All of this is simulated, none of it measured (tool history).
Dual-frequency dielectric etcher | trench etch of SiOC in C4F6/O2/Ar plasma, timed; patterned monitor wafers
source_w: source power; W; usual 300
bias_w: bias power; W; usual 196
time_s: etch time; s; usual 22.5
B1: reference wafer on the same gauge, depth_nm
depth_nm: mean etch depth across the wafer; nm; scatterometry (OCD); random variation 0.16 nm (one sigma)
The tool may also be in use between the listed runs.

{"run": 1, "hour": 0.0, "source_w": 260, "bias_w": 167, "time_s": 22.5, "B1": 53.65, "depth_nm": 41.61}
{"run": 2, "hour": 29.9, "source_w": 260, "bias_w": 167, "time_s": 22.5, "B1": 53.62, "depth_nm": 41.39}
{"run": 3, "hour": 42.1, "source_w": 260, "bias_w": 167, "time_s": 22.5, "B1": 53.6, "depth_nm": 41.34}
{"hour": 81.1, "done": "gauge calibrated"}
{"hour": 82.8, "done": "wet clean of the chamber"}
{"run": 4, "hour": 83.3, "source_w": 300, "bias_w": 210, "time_s": 18.5, "B1": 53.58, "depth_nm": 38.68}
{"run": 5, "hour": 87.6, "source_w": 300, "bias_w": 210, "time_s": 18.5, "B1": 53.64, "depth_nm": 38.75}
{"run": 6, "hour": 118.2, "source_w": 320, "bias_w": 196, "time_s": 22.5, "B1": 53.62, "depth_nm": 46.88}
{"hour": 144.7, "done": "source power generator calibrated"}
{"run": 7, "hour": 150.8, "source_w": 320, "bias_w": 196, "time_s": 22.5, "B1": 53.62, "depth_nm": 47.0}
{"run": 8, "hour": 168.2, "source_w": 320, "bias_w": 196, "time_s": 22.5, "B1": 53.63, "depth_nm": 46.71}
{"run": 9, "hour": 192.6, "source_w": 300, "bias_w": 196, "time_s": 22.5, "B1": 53.58, "depth_nm": 45.85}
{"run": 10, "hour": 237.2, "source_w": 340, "bias_w": 196, "time_s": 29.0, "B1": 53.58, "depth_nm": 61.81}
{"run": 11, "hour": 259.3, "source_w": 330, "bias_w": 170, "time_s": 19.5, "B1": 53.62, "depth_nm": 39.22}
{"hour": 291.3, "done": "bias power generator calibrated"}
{"hour": 298.2, "done": "upper electrode replaced"}
{"run": 12, "hour": 298.7, "source_w": 380, "bias_w": 171, "time_s": 19.5, "B1": 53.62, "depth_nm": 41.15}
{"run": 13, "hour": 307.4, "source_w": 300, "bias_w": 196, "time_s": 22.5, "B1": 53.52, "depth_nm": 45.75}
{"run": 14, "hour": 333.6, "source_w": 300, "bias_w": 240, "time_s": 22.5, "B1": 53.65, "depth_nm": 49.17}
{"run": 15, "hour": 356.6, "source_w": 300, "bias_w": 196, "time_s": 22.5, "B1": 53.6, "depth_nm": 45.87}
{"run": 16, "hour": 382.7, "source_w": 300, "bias_w": 233, "time_s": 22.5, "B1": 53.63, "depth_nm": 48.48}
{"run": 17, "hour": 398.3, "source_w": 300, "bias_w": 196, "time_s": 22.5, "B1": 53.6, "depth_nm": 45.93}
{"run": 18, "hour": 428.3, "source_w": 380, "bias_w": 196, "time_s": 25.5, "B1": 53.65, "depth_nm": 56.57}
{"run": 19, "hour": 446.8, "source_w": 260, "bias_w": 167, "time_s": 22.5, "B1": 53.58, "depth_nm": 41.46}
{"run": 20, "hour": 465.9, "source_w": 330, "bias_w": 216, "time_s": 16.5, "B1": 53.64, "depth_nm": 35.84}
{"run": 21, "hour": 488.0, "source_w": 300, "bias_w": 196, "time_s": 22.5, "B1": 53.62, "depth_nm": 46.08}
{"run": 22, "hour": 511.6, "source_w": 340, "bias_w": 211, "time_s": 20.0, "B1": 53.59, "depth_nm": 43.77}
{"run": 23, "hour": 534.1, "source_w": 370, "bias_w": 178, "time_s": 27.5, "B1": 53.58, "depth_nm": 58.4}
{"run": 24, "hour": 568.6, "source_w": 300, "bias_w": 196, "time_s": 22.5, "B1": 53.59, "depth_nm": 45.56}
{"run": 25, "hour": 594.9, "source_w": 260, "bias_w": 166, "time_s": 20.5, "B1": 53.54, "depth_nm": 37.45}
{"hour": 625.5, "done": "wet clean of the chamber"}
{"run": 26, "hour": 626.0, "source_w": 300, "bias_w": 196, "time_s": 22.5, "B1": 53.67, "depth_nm": 45.87}
{"run": 27, "hour": 650.9, "source_w": 300, "bias_w": 196, "time_s": 22.5, "B1": 53.57, "depth_nm": 45.79}

Forecast run 28:
{"run": 28, "hour": 665.0, "source_w": 250, "bias_w": 151, "time_s": 22.5, "B1": "?", "depth_nm": "?"}

Run 28 gave B1 53.61, depth_nm 39.61 nm.
Without the tool's hidden state the same run would have given depth_nm 39.61 nm.
